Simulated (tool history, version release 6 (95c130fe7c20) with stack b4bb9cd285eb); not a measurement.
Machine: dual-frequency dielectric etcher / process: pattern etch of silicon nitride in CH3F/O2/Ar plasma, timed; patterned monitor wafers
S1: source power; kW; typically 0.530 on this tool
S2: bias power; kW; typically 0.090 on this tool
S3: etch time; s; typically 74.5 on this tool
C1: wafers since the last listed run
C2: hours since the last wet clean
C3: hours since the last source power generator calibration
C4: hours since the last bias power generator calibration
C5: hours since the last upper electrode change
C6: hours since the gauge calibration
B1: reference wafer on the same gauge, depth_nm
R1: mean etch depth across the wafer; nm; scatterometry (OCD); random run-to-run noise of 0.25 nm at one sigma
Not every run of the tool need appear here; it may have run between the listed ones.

Run 1, hour 0.0: usual settings but S2 0.103 kW; C1 0; C2 269.8; C3 2860.6; C4 1999.1; C5 5358.5; C6 697.7; B1 66.4. Result: R1 57.0 nm.
Run 2, hour 71.0: usual settings but S2 0.103 kW; C1 795; C2 340.8; C3 2931.6; C4 2070.1; C5 5429.5; C6 768.7; B1 66.4. Result: R1 57.5 nm.
Run 3, hour 138.2: usual settings but S2 0.103 kW; C1 752; C2 408.0; C3 2998.8; C4 2137.3; C5 5496.7; C6 835.9; B1 66.4. Result: R1 56.8 nm.
At hour 205.9: wet clean of the chamber.
Run 4, hour 206.4: usual settings but S1 0.570 kW; C1 495; C2 0.5; C3 3067.0; C4 2205.5; C5 5564.9; C6 904.1; B1 66.5. Result: R1 58.2 nm.
Run 5, hour 260.1: usual settings but S3 84.5 s; C1 601; C2 54.2; C3 3120.7; C4 2259.2; C5 5618.6; C6 957.8; B1 66.4. Result: R1 63.7 nm.
Run 6, hour 297.9: usual settings; C1 423; C2 92.0; C3 3158.5; C4 2297.0; C5 5656.4; C6 995.6; B1 66.3. Result: R1 55.7 nm.
At hour 307.8: source power generator calibrated.
Run 7, hour 363.3: usual settings but S1 0.620 kW; C1 687; C2 157.4; C3 55.5; C4 2362.4; C5 5721.8; C6 1061.0; B1 66.5. Result: R1 59.9 nm.
At hour 430.0: upper electrode replaced.
Run 8, hour 434.0: usual settings but S1 0.620 kW; C1 523; C2 228.1; C3 126.2; C4 2433.1; C5 4.0; C6 1131.7; B1 66.3. Result: R1 59.4 nm.
Run 9, hour 485.8: usual settings; C1 580; C2 279.9; C3 178.0; C4 2484.9; C5 55.8; C6 1183.5; B1 66.3. Result: R1 55.3 nm.
At hour 504.1: bias power generator calibrated.
At hour 510.6: gauge calibrated.
Run 10, hour 543.3: usual settings; C1 599; C2 337.4; C3 235.5; C4 39.2; C5 113.3; C6 32.7; B1 66.3. Result: R1 55.1 nm.
Run 11, hour 574.1: usual settings but S1 0.450 kW, S2 0.082 kW, S3 97.0 s; C1 345; C2 368.2; C3 266.3; C4 70.0; C5 144.1; C6 63.5; B1 66.5. Result: R1 64.5 nm.
Run 12, hour 641.0: usual settings but S1 0.480 kW, S2 0.084 kW; C1 749; C2 435.1; C3 333.2; C4 136.9; C5 211.0; C6 130.4; B1 66.3. Result: R1 51.5 nm.
Run 13, hour 686.6: usual settings but S1 0.620 kW, S2 0.102 kW, S3 95.5 s; C1 510; C2 480.7; C3 378.8; C4 182.5; C5 256.6; C6 176.0; B1 66.3. Result: R1 78.0 nm.
At hour 714.9: wet clean of the chamber.
Run 14, hour 749.8: usual settings but S2 0.110 kW; C1 439; C2 34.9; C3 442.0; C4 245.7; C5 319.8; C6 239.2; B1 66.3. Result: R1 60.1 nm.
Run 15, hour 805.3: usual settings; C1 621; C2 90.4; C3 497.5; C4 301.2; C5 375.3; C6 294.7; B1 66.4. Result: R1 55.8 nm.
Run 16, hour 868.3: usual settings but S1 0.610 kW, S2 0.108 kW, S3 62.5 s; C1 705; C2 153.4; C3 560.5; C4 364.2; C5 438.3; C6 357.7; B1 66.3. Result: R1 52.4 nm.
Run 17, hour 917.3: usual settings but S2 0.083 kW, S3 66.0 s; C1 548; C2 202.4; C3 609.5; C4 413.2; C5 487.3; C6 406.7; B1 66.5. Result: R1 48.0 nm.
Run 18, hour 943.0: usual settings but S1 0.590 kW; C1 287; C2 228.1; C3 635.2; C4 438.9; C5 513.0; C6 432.4; B1 66.3. Result: R1 58.5 nm.
Run 19, hour 1014.9: usual settings but S1 0.420 kW, S2 0.074 kW; C1 805; C2 300.0; C3 707.1; C4 510.8; C5 584.9; C6 504.3; B1 66.5. Result: R1 47.0 nm.

What if the next run were any one of these 4? Each begins from the tool's condition after run 19:
Run A, hour 1015.3: usual settings but S1 0.470 kW; C1 4; C2 300.4; C3 707.5; C4 511.2; C5 585.3; C6 504.7; B1 ?. Result: R1 ?.
Run B, hour 1015.3: usual settings but S1 0.560 kW, S2 0.076 kW, S3 61.0 s; C1 4; C2 300.4; C3 707.5; C4 511.2; C5 585.3; C6 504.7; B1 ?. Result: R1 ?.
Run C, hour 1015.3: usual settings but S1 0.400 kW, S2 0.074 kW; C1 4; C2 300.4; C3 707.5; C4 511.2; C5 585.3; C6 504.7; B1 ?. Result: R1 ?.
Run D, hour 1015.3: usual settings but S3 63.5 s; C1 4; C2 300.4; C3 707.5; C4 511.2; C5 585.3; C6 504.7; B1 ?. Result: R1 ?.

run    B1    R1
  A  66.3  52.5
  B  66.3  44.5
  C  66.3  46.0
  D  66.3  47.3
The same runs, with their run-to-run variation unchanged, on a tool lacking any hidden condition would have given:
run    R1
  A  53.1
  B  44.9
  C  46.5
  D  47.9
